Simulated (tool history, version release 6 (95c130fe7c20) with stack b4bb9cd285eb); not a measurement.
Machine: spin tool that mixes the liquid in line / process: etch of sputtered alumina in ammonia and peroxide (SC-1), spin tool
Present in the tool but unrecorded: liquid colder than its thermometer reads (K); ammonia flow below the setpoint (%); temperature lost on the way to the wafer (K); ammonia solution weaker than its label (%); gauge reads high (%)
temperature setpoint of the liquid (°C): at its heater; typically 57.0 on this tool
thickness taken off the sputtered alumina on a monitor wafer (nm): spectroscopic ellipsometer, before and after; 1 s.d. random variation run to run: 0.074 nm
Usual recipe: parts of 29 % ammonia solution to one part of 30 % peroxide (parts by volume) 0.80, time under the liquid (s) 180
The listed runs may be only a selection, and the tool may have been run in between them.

run	day	temperature setpoint of the liquid (°C)	parts of 29 % ammonia solution to one part of 30 % peroxide (parts by volume)	time under the liquid (s)	wafers since the last listed run	hours since the thermometer was replaced	hours since the ammonia flow meter was replaced	hours since the heated supply line was repaired	hours since the drum of ammonia solution was connected	hours since the gauge calibration	read-back film thickness of the sputtered alumina reference wafer, read on the same gauge (nm)	thickness taken off the sputtered alumina on a monitor wafer (nm)
1	0.000	57.0	0.80	180	0	1605.8	1756.3	2985.6	91.8	1454.6	100.04	7.36
# day 0.129: ammonia flow meter replaced
2	1.775	57.0	0.80	180	244	1648.4	39.5	3028.2	134.4	1497.2	100.01	7.27
3	11.875	57.0	0.55	180	1422	1890.8	281.9	3270.6	376.8	1739.6	100.03	6.92
4	15.762	57.0	0.80	180	547	1984.1	375.2	3363.9	470.1	1832.9	99.97	7.26
# day 17.596: new drum of ammonia solution connected
5	20.012	57.0	0.80	215	592	2086.1	477.2	3465.9	58.0	1934.9	99.97	8.65
6	23.854	57.0	0.80	215	541	2178.3	569.4	3558.1	150.2	2027.1	99.96	8.54
# day 27.942: thermometer replaced
7	28.300	57.0	0.80	215	620	8.6	676.1	3664.8	256.9	2133.8	100.01	9.37
8	31.938	52.0	0.80	260	512	95.9	763.4	3752.1	344.2	2221.1	99.97	8.75
9	34.554	52.0	0.80	260	368	158.7	826.2	3814.9	407.0	2283.9	100.00	8.66
# day 36.821: new drum of ammonia solution connected
10	38.250	57.0	0.50	105	514	247.4	914.9	3903.6	34.3	2372.6	99.99	4.31
# day 38.571: heated supply line repaired
11	39.800	60.0	0.70	145	212	284.6	952.1	29.5	71.5	2409.8	100.00	7.28
12	44.179	57.0	0.80	180	616	389.7	1057.2	134.6	176.6	2514.9	99.99	7.70
13	46.658	57.0	0.65	115	349	449.2	1116.7	194.1	236.1	2574.4	100.03	4.74
14	48.729	57.0	0.80	180	291	498.9	1166.4	243.8	285.8	2624.1	100.01	7.69
15	51.629	51.5	1.20	150	408	568.5	1236.0	313.4	355.4	2693.7	99.99	4.97
16	55.021	57.0	0.80	240	477	649.9	1317.4	394.8	436.8	2775.1	99.96	10.19
# day 56.396: new drum of ammonia solution connected
17	59.133	51.0	1.10	145	573	748.6	1416.1	493.5	65.7	2873.8	100.02	4.61
18	63.079	57.0	0.80	180	555	843.3	1510.8	588.2	160.4	2968.5	99.96	7.48
# day 65.783: gauge calibrated
# day 69.846: ammonia flow meter replaced
19	72.346	49.5	0.70	135	1299	1065.7	60.0	810.6	382.8	157.5	100.00	3.69
20	76.225	57.0	0.65	115	546	1158.8	153.1	903.7	475.9	250.6	100.00	4.76
21	79.025	57.0	0.80	180	394	1226.0	220.3	970.9	543.1	317.8	100.00	7.58
# day 79.167: new drum of ammonia solution connected
22	81.033	60.5	0.45	265	277	1274.2	268.5	1019.1	44.8	366.0	100.00	12.47
23	85.412	57.0	0.80	180	616	1379.3	373.6	1124.2	149.9	471.1	100.01	7.45
24	88.517	62.5	0.95	180	437	1453.8	448.1	1198.7	224.4	545.6	99.99	10.05
25	91.058	61.0	0.80	220	358	1514.8	509.1	1259.7	285.4	606.6	100.00	11.12

Predict each of these 3 candidate next runs independently; none follows another, all start after run 25:
A	91.079	57.0	0.80	180	2	1515.3	509.6	1260.2	285.9	607.1	?	?
B	91.079	53.5	1.10	245	2	1515.3	509.6	1260.2	285.9	607.1	?	?
C	91.079	67.0	0.95	85	2	1515.3	509.6	1260.2	285.9	607.1	?	?

run	read-back film thickness of the sputtered alumina reference wafer, read on the same gauge (nm)	thickness taken off the sputtered alumina on a monitor wafer (nm)
A	100.05	7.32
B	100.05	8.52
C	100.05	5.86
Without the tool's hidden state the same runs would have given:
run	thickness taken off the sputtered alumina on a monitor wafer (nm)
A	7.80
B	9.08
C	6.21
